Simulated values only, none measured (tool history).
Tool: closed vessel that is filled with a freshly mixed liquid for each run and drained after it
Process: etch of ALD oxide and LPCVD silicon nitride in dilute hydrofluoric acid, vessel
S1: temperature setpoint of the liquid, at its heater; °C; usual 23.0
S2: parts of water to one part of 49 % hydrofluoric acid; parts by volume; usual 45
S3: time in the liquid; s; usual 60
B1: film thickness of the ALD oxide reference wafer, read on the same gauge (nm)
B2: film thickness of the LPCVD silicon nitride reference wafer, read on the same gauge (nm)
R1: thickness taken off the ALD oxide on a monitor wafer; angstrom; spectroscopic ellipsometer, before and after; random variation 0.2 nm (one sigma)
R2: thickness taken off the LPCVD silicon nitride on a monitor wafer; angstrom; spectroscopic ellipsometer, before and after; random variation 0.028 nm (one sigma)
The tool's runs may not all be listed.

run 1 day=0.000 | S1=23.0 S2=45 S3=60 | B1=149.98 B2=110.028 | R1=402.9 R2=6.97
run 2 day=0.592 | S1=23.0 S2=45 S3=60 | B1=150.00 B2=110.017 | R1=402.9 R2=6.94
run 3 day=1.400 | S1=23.0 S2=60 S3=60 | B1=150.01 B2=110.003 | R1=292.9 R2=5.31
run 4 day=2.583 | S1=23.0 S2=45 S3=60 | B1=150.00 B2=109.997 | R1=404.8 R2=6.28
run 5 day=3.150 | S1=23.0 S2=45 S3=60 | B1=149.99 B2=109.996 | R1=405.6 R2=7.37
run 6 day=3.704 | S1=23.0 S2=45 S3=60 | B1=150.03 B2=109.987 | R1=408.1 R2=7.71
run 7 day=4.883 | S1=23.0 S2=45 S3=60 | B1=149.99 B2=109.975 | R1=403.8 R2=7.70
run 8 day=7.583 | S1=23.0 S2=45 S3=60 | B1=149.99 B2=110.002 | R1=407.6 R2=7.22
run 9 day=8.729 | S1=23.0 S2=55 S3=60 | B1=149.97 B2=109.994 | R1=328.2 R2=5.58
run 10 day=9.550 | S1=23.0 S2=45 S3=40 | B1=149.99 B2=110.018 | R1=272.1 R2=4.73
-- day=9.550 gauge calibrated
run 11 day=10.312 | S1=23.0 S2=45 S3=40 | B1=149.98 B2=109.997 | R1=274.0 R2=4.96
run 12 day=11.346 | S1=23.0 S2=35 S3=45 | B1=150.02 B2=109.985 | R1=399.8 R2=7.03
run 13 day=12.221 | S1=19.0 S2=45 S3=60 | B1=149.99 B2=110.010 | R1=346.4 R2=5.63
run 14 day=13.429 | S1=19.0 S2=45 S3=50 | B1=150.00 B2=110.000 | R1=291.6 R2=4.87
-- day=13.875 thermometer replaced
run 15 day=14.229 | S1=23.0 S2=35 S3=60 | B1=149.99 B2=110.007 | R1=479.2 R2=7.81
run 16 day=14.892 | S1=23.0 S2=45 S3=60 | B1=150.00 B2=110.018 | R1=367.6 R2=5.87
run 17 day=15.492 | S1=23.0 S2=45 S3=90 | B1=150.01 B2=110.023 | R1=553.3 R2=8.89
run 18 day=16.738 | S1=19.5 S2=45 S3=75 | B1=150.00 B2=110.025 | R1=398.2 R2=6.22
-- day=16.804 hydrofluoric acid flow meter replaced
run 19 day=17.908 | S1=21.0 S2=45 S3=35 | B1=150.03 B2=110.007 | R1=200.6 R2=3.29
run 20 day=19.350 | S1=23.0 S2=45 S3=60 | B1=149.99 B2=109.996 | R1=373.3 R2=5.83
run 21 day=20.221 | S1=23.0 S2=45 S3=60 | B1=150.00 B2=109.998 | R1=376.6 R2=6.45
run 22 day=21.121 | S1=27.5 S2=45 S3=60 | B1=149.98 B2=109.987 | R1=445.3 R2=8.28

Forecast each of these 3 alternatives for the next run:
run A day=21.150 | S1=23.0 S2=45 S3=60 | B1=? B2=? | R1=? R2=?
run B day=21.150 | S1=24.5 S2=30 S3=60 | B1=? B2=? | R1=? R2=?
run C day=21.150 | S1=18.5 S2=60 S3=50 | B1=? B2=? | R1=? R2=?

run=A B1=149.98 B2=110.005 R1=375.4 R2=6.51
run=B B1=149.98 B2=110.005 R1=611.6 R2=10.68
run=C B1=149.98 B2=110.005 R1=190.7 R2=3.01
Without the tool's hidden state the same runs would have given:
run=A R1=366.3 R2=6.25
run=B R1=596.7 R2=10.27
run=C R1=186.0 R2=2.89
